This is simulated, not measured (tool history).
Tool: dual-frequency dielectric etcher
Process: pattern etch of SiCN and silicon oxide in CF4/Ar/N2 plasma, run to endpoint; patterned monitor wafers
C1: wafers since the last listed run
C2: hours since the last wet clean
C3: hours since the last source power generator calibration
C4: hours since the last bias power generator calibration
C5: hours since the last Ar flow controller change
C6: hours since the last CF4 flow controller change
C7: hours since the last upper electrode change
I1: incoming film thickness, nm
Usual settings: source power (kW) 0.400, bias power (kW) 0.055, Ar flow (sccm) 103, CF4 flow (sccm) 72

run 1 hour=0.0 | source_power_(kW)=0.400 bias_power_(kW)=0.055 Ar_flow_(sccm)=103 CF4_flow_(sccm)=72 | C1=0 C2=125.5 C3=2336.3 C4=3004.2 C5=5405.0 C6=13.5 C7=4408.2 | I1=12.20 | endpoint_time_(s)=16.4
run 2 hour=19.2 | source_power_(kW)=0.400 bias_power_(kW)=0.055 Ar_flow_(sccm)=103 CF4_flow_(sccm)=72 | C1=255 C2=144.7 C3=2355.5 C4=3023.4 C5=5424.2 C6=32.7 C7=4427.4 | I1=12.27 | endpoint_time_(s)=16.5
run 3 hour=46.8 | source_power_(kW)=0.430 bias_power_(kW)=0.067 Ar_flow_(sccm)=103 CF4_flow_(sccm)=89 | C1=367 C2=172.3 C3=2383.1 C4=3051.0 C5=5451.8 C6=60.3 C7=4455.0 | I1=12.25 | endpoint_time_(s)=13.6
run 4 hour=69.4 | source_power_(kW)=0.360 bias_power_(kW)=0.055 Ar_flow_(sccm)=103 CF4_flow_(sccm)=88 | C1=301 C2=194.9 C3=2405.7 C4=3073.6 C5=5474.4 C6=82.9 C7=4477.6 | I1=12.22 | endpoint_time_(s)=18.1
run 5 hour=89.5 | source_power_(kW)=0.400 bias_power_(kW)=0.055 Ar_flow_(sccm)=103 CF4_flow_(sccm)=72 | C1=267 C2=215.0 C3=2425.8 C4=3093.7 C5=5494.5 C6=103.0 C7=4497.7 | I1=12.33 | endpoint_time_(s)=16.9
-- hour=105.6 source power generator calibrated
-- hour=121.5 upper electrode replaced
run 6 hour=122.0 | source_power_(kW)=0.370 bias_power_(kW)=0.065 Ar_flow_(sccm)=103 CF4_flow_(sccm)=64 | C1=168 C2=247.5 C3=16.4 C4=3126.2 C5=5527.0 C6=135.5 C7=0.5 | I1=12.24 | endpoint_time_(s)=17.3
run 7 hour=147.1 | source_power_(kW)=0.400 bias_power_(kW)=0.061 Ar_flow_(sccm)=103 CF4_flow_(sccm)=72 | C1=334 C2=272.6 C3=41.5 C4=3151.3 C5=5552.1 C6=160.6 C7=25.6 | I1=12.35 | endpoint_time_(s)=15.9
run 8 hour=165.6 | source_power_(kW)=0.400 bias_power_(kW)=0.055 Ar_flow_(sccm)=114 CF4_flow_(sccm)=72 | C1=246 C2=291.1 C3=60.0 C4=3169.8 C5=5570.6 C6=179.1 C7=44.1 | I1=12.36 | endpoint_time_(s)=17.3
-- hour=184.2 Ar flow controller replaced
run 9 hour=198.4 | source_power_(kW)=0.400 bias_power_(kW)=0.043 Ar_flow_(sccm)=103 CF4_flow_(sccm)=62 | C1=357 C2=323.9 C3=92.8 C4=3202.6 C5=14.2 C6=211.9 C7=76.9 | I1=12.26 | endpoint_time_(s)=19.6
run 10 hour=226.5 | source_power_(kW)=0.400 bias_power_(kW)=0.049 Ar_flow_(sccm)=103 CF4_flow_(sccm)=72 | C1=374 C2=352.0 C3=120.9 C4=3230.7 C5=42.3 C6=240.0 C7=105.0 | I1=12.27 | endpoint_time_(s)=17.8
run 11 hour=254.3 | source_power_(kW)=0.400 bias_power_(kW)=0.055 Ar_flow_(sccm)=103 CF4_flow_(sccm)=72 | C1=370 C2=379.8 C3=148.7 C4=3258.5 C5=70.1 C6=267.8 C7=132.8 | I1=12.34 | endpoint_time_(s)=17.0
run 12 hour=266.9 | source_power_(kW)=0.400 bias_power_(kW)=0.045 Ar_flow_(sccm)=103 CF4_flow_(sccm)=72 | C1=167 C2=392.4 C3=161.3 C4=3271.1 C5=82.7 C6=280.4 C7=145.4 | I1=12.22 | endpoint_time_(s)=18.9
run 13 hour=292.9 | source_power_(kW)=0.320 bias_power_(kW)=0.055 Ar_flow_(sccm)=103 CF4_flow_(sccm)=59 | C1=346 C2=418.4 C3=187.3 C4=3297.1 C5=108.7 C6=306.4 C7=171.4 | I1=12.18 | endpoint_time_(s)=22.9
-- hour=323.9 wet clean of the chamber
run 14 hour=324.4 | source_power_(kW)=0.400 bias_power_(kW)=0.049 Ar_flow_(sccm)=103 CF4_flow_(sccm)=55 | C1=99 C2=0.5 C3=218.8 C4=3328.6 C5=140.2 C6=337.9 C7=202.9 | I1=12.34 | endpoint_time_(s)=17.9
-- hour=340.0 bias power generator calibrated
run 15 hour=347.4 | source_power_(kW)=0.400 bias_power_(kW)=0.062 Ar_flow_(sccm)=103 CF4_flow_(sccm)=72 | C1=253 C2=23.5 C3=241.8 C4=7.4 C5=163.2 C6=360.9 C7=225.9 | I1=12.26 | endpoint_time_(s)=15.4
run 16 hour=364.4 | source_power_(kW)=0.340 bias_power_(kW)=0.044 Ar_flow_(sccm)=95 CF4_flow_(sccm)=87 | C1=226 C2=40.5 C3=258.8 C4=24.4 C5=180.2 C6=377.9 C7=242.9 | I1=12.32 | endpoint_time_(s)=20.7
run 17 hour=393.6 | source_power_(kW)=0.400 bias_power_(kW)=0.046 Ar_flow_(sccm)=127 CF4_flow_(sccm)=78 | C1=389 C2=69.7 C3=288.0 C4=53.6 C5=209.4 C6=407.1 C7=272.1 | I1=12.42 | endpoint_time_(s)=18.8
run 18 hour=412.0 | source_power_(kW)=0.360 bias_power_(kW)=0.059 Ar_flow_(sccm)=85 CF4_flow_(sccm)=86 | C1=245 C2=88.1 C3=306.4 C4=72.0 C5=227.8 C6=425.5 C7=290.5 | I1=12.22 | endpoint_time_(s)=16.6
run 19 hour=440.6 | source_power_(kW)=0.400 bias_power_(kW)=0.055 Ar_flow_(sccm)=103 CF4_flow_(sccm)=72 | C1=381 C2=116.7 C3=335.0 C4=100.6 C5=256.4 C6=454.1 C7=319.1 | I1=12.14 | endpoint_time_(s)=16.2
run 20 hour=456.3 | source_power_(kW)=0.330 bias_power_(kW)=0.066 Ar_flow_(sccm)=113 CF4_flow_(sccm)=72 | C1=209 C2=132.4 C3=350.7 C4=116.3 C5=272.1 C6=469.8 C7=334.8 | I1=12.34 | endpoint_time_(s)=19.5
run 21 hour=482.4 | source_power_(kW)=0.340 bias_power_(kW)=0.055 Ar_flow_(sccm)=103 CF4_flow_(sccm)=72 | C1=347 C2=158.5 C3=376.8 C4=142.4 C5=298.2 C6=495.9 C7=360.9 | I1=12.27 | endpoint_time_(s)=19.9
run 22 hour=497.8 | source_power_(kW)=0.450 bias_power_(kW)=0.055 Ar_flow_(sccm)=122 CF4_flow_(sccm)=72 | C1=205 C2=173.9 C3=392.2 C4=157.8 C5=313.6 C6=511.3 C7=376.3 | I1=12.24 | endpoint_time_(s)=15.1
run 23 hour=538.9 | source_power_(kW)=0.400 bias_power_(kW)=0.055 Ar_flow_(sccm)=103 CF4_flow_(sccm)=72 | C1=547 C2=215.0 C3=433.3 C4=198.9 C5=354.7 C6=552.4 C7=417.4 | I1=12.21 | endpoint_time_(s)=16.7
run 24 hour=556.7 | source_power_(kW)=0.350 bias_power_(kW)=0.055 Ar_flow_(sccm)=95 CF4_flow_(sccm)=82 | C1=237 C2=232.8 C3=451.1 C4=216.7 C5=372.5 C6=570.2 C7=435.2 | I1=12.29 | endpoint_time_(s)=18.7

4 ways to go on from here, each from the tool as it stands after run 24. What would each give?
run A hour=557.1 | source_power_(kW)=0.400 bias_power_(kW)=0.055 Ar_flow_(sccm)=103 CF4_flow_(sccm)=72 | C1=5 C2=233.2 C3=451.5 C4=217.1 C5=372.9 C6=570.6 C7=435.6 | I1=12.29 | endpoint_time_(s)=?
run B hour=557.1 | source_power_(kW)=0.490 bias_power_(kW)=0.062 Ar_flow_(sccm)=121 CF4_flow_(sccm)=84 | C1=5 C2=233.2 C3=451.5 C4=217.1 C5=372.9 C6=570.6 C7=435.6 | I1=12.29 | endpoint_time_(s)=?
run C hour=557.1 | source_power_(kW)=0.500 bias_power_(kW)=0.061 Ar_flow_(sccm)=103 CF4_flow_(sccm)=72 | C1=5 C2=233.2 C3=451.5 C4=217.1 C5=372.9 C6=570.6 C7=435.6 | I1=12.29 | endpoint_time_(s)=?
run D hour=557.1 | source_power_(kW)=0.400 bias_power_(kW)=0.055 Ar_flow_(sccm)=110 CF4_flow_(sccm)=81 | C1=5 C2=233.2 C3=451.5 C4=217.1 C5=372.9 C6=570.6 C7=435.6 | I1=12.29 | endpoint_time_(s)=?

run=A endpoint_time_(s)=16.6
run=B endpoint_time_(s)=12.7
run=C endpoint_time_(s)=12.3
run=D endpoint_time_(s)=16.5
Without the tool's hidden state the same runs would have given:
run=A endpoint_time_(s)=16.0
run=B endpoint_time_(s)=12.3
run=C endpoint_time_(s)=11.9
run=D endpoint_time_(s)=16.0
